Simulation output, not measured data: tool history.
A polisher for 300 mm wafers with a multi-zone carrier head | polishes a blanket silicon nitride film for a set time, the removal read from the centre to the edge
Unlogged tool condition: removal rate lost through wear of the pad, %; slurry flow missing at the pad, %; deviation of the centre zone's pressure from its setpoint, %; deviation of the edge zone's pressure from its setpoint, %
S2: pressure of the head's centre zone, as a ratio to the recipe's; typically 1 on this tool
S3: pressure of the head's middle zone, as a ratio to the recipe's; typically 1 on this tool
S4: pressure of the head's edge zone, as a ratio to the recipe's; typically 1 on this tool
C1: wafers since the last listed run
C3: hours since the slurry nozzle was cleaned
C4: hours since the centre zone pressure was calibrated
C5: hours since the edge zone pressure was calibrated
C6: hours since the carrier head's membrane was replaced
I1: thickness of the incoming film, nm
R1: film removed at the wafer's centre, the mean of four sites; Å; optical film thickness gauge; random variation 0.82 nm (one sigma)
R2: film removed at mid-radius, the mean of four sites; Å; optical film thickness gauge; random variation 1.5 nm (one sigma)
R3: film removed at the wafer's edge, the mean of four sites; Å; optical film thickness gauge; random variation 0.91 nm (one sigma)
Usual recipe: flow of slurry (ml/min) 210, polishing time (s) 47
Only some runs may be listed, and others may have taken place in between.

{"run": 1, "day": 0.0, "flow of slurry (ml/min)": 210, "S2": 1, "S3": 1, "S4": 1, "polishing time (s)": 47, "C1": 0, "wafers polished on this pad": 3346, "C3": 220.3, "C4": 106.6, "C5": 118.9, "C6": 369.4, "I1": 780.5, "R1": 1283, "R2": 1332, "R3": 1254}
{"day": 2.333, "done": "worn pad replaced by a new one"}
{"run": 2, "day": 2.633, "flow of slurry (ml/min)": 260, "S2": 0.91, "S3": 1.11, "S4": 1, "polishing time (s)": 47, "C1": 628, "wafers polished on this pad": 76, "C3": 283.5, "C4": 169.8, "C5": 182.1, "C6": 432.6, "I1": 781.6, "R1": 1249, "R2": 1557, "R3": 1347}
{"run": 3, "day": 4.254, "flow of slurry (ml/min)": 210, "S2": 1, "S3": 1, "S4": 0.92, "polishing time (s)": 56, "C1": 412, "wafers polished on this pad": 488, "C3": 322.4, "C4": 208.7, "C5": 221, "C6": 471.5, "I1": 759.1, "R1": 1594, "R2": 1634, "R3": 1487}
{"day": 5.954, "done": "slurry nozzle cleaned"}
{"run": 4, "day": 7.083, "flow of slurry (ml/min)": 210, "S2": 1, "S3": 1, "S4": 1, "polishing time (s)": 55, "C1": 710, "wafers polished on this pad": 1198, "C3": 27.1, "C4": 276.6, "C5": 288.9, "C6": 539.4, "I1": 779.7, "R1": 1530, "R2": 1598, "R3": 1503}
{"run": 5, "day": 9.092, "flow of slurry (ml/min)": 210, "S2": 1, "S3": 1, "S4": 1, "polishing time (s)": 47, "C1": 511, "wafers polished on this pad": 1710, "C3": 75.3, "C4": 324.8, "C5": 337.1, "C6": 587.6, "I1": 774.8, "R1": 1296, "R2": 1381, "R3": 1289}
{"run": 6, "day": 10.217, "flow of slurry (ml/min)": 210, "S2": 1, "S3": 1, "S4": 0.96, "polishing time (s)": 37, "C1": 286, "wafers polished on this pad": 1997, "C3": 102.3, "C4": 351.8, "C5": 364.1, "C6": 614.6, "I1": 755.7, "R1": 1011, "R2": 1081, "R3": 1000}
{"run": 7, "day": 12.542, "flow of slurry (ml/min)": 210, "S2": 0.89, "S3": 1, "S4": 1.04, "polishing time (s)": 47, "C1": 592, "wafers polished on this pad": 2589, "C3": 158.1, "C4": 407.6, "C5": 419.9, "C6": 670.4, "I1": 757.5, "R1": 1174, "R2": 1363, "R3": 1312}
{"run": 8, "day": 14.479, "flow of slurry (ml/min)": 210, "S2": 1, "S3": 1, "S4": 1, "polishing time (s)": 47, "C1": 493, "wafers polished on this pad": 3082, "C3": 204.6, "C4": 454.1, "C5": 466.4, "C6": 716.9, "I1": 770.1, "R1": 1254, "R2": 1351, "R3": 1284}
{"run": 9, "day": 16.192, "flow of slurry (ml/min)": 155, "S2": 0.92, "S3": 1, "S4": 1.06, "polishing time (s)": 41, "C1": 436, "wafers polished on this pad": 3519, "C3": 245.7, "C4": 495.2, "C5": 507.5, "C6": 758, "I1": 752.6, "R1": 971, "R2": 1124, "R3": 1103}
{"run": 10, "day": 17.617, "flow of slurry (ml/min)": 210, "S2": 1.07, "S3": 1.1, "S4": 1, "polishing time (s)": 47, "C1": 362, "wafers polished on this pad": 3882, "C3": 279.9, "C4": 529.4, "C5": 541.7, "C6": 792.2, "I1": 769.7, "R1": 1320, "R2": 1429, "R3": 1259}
{"run": 11, "day": 20.296, "flow of slurry (ml/min)": 210, "S2": 1, "S3": 1, "S4": 1, "polishing time (s)": 47, "C1": 682, "wafers polished on this pad": 4564, "C3": 344.2, "C4": 593.7, "C5": 606, "C6": 856.5, "I1": 766.3, "R1": 1225, "R2": 1319, "R3": 1260}
{"day": 20.467, "done": "centre zone pressure recalibrated"}
{"day": 21.771, "done": "worn pad replaced by a new one"}
{"day": 21.812, "done": "slurry nozzle cleaned"}
{"run": 12, "day": 21.833, "flow of slurry (ml/min)": 170, "S2": 1, "S3": 1.11, "S4": 0.96, "polishing time (s)": 47, "C1": 317, "wafers polished on this pad": 5, "C3": 0.5, "C4": 32.8, "C5": 642.9, "C6": 893.4, "I1": 777, "R1": 1317, "R2": 1492, "R3": 1259}
{"run": 13, "day": 23.462, "flow of slurry (ml/min)": 210, "S2": 0.95, "S3": 1, "S4": 1, "polishing time (s)": 47, "C1": 414, "wafers polished on this pad": 420, "C3": 39.6, "C4": 71.9, "C5": 682, "C6": 932.5, "I1": 766.9, "R1": 1278, "R2": 1360, "R3": 1310}

Estimate the outcome of run 14 from the log above:
{"day": 25.817, "done": "carrier head's membrane replaced by a new one"}
{"run": 14, "day": 26.367, "flow of slurry (ml/min)": 210, "S2": 1, "S3": 0.95, "S4": 1.04, "polishing time (s)": 47, "C1": 686, "wafers polished on this pad": 1107, "C3": 109.3, "C4": 141.6, "C5": 751.7, "C6": 13.2, "I1": 770.3, "R1": "?", "R2": "?", "R3": "?"}

{"run 14": {"R1": 1337, "R2": 1326, "R3": 1306}}
With no hidden state in the tool, this same run would have given R1 1350 Å, R2 1351 Å, R3 1331 Å.
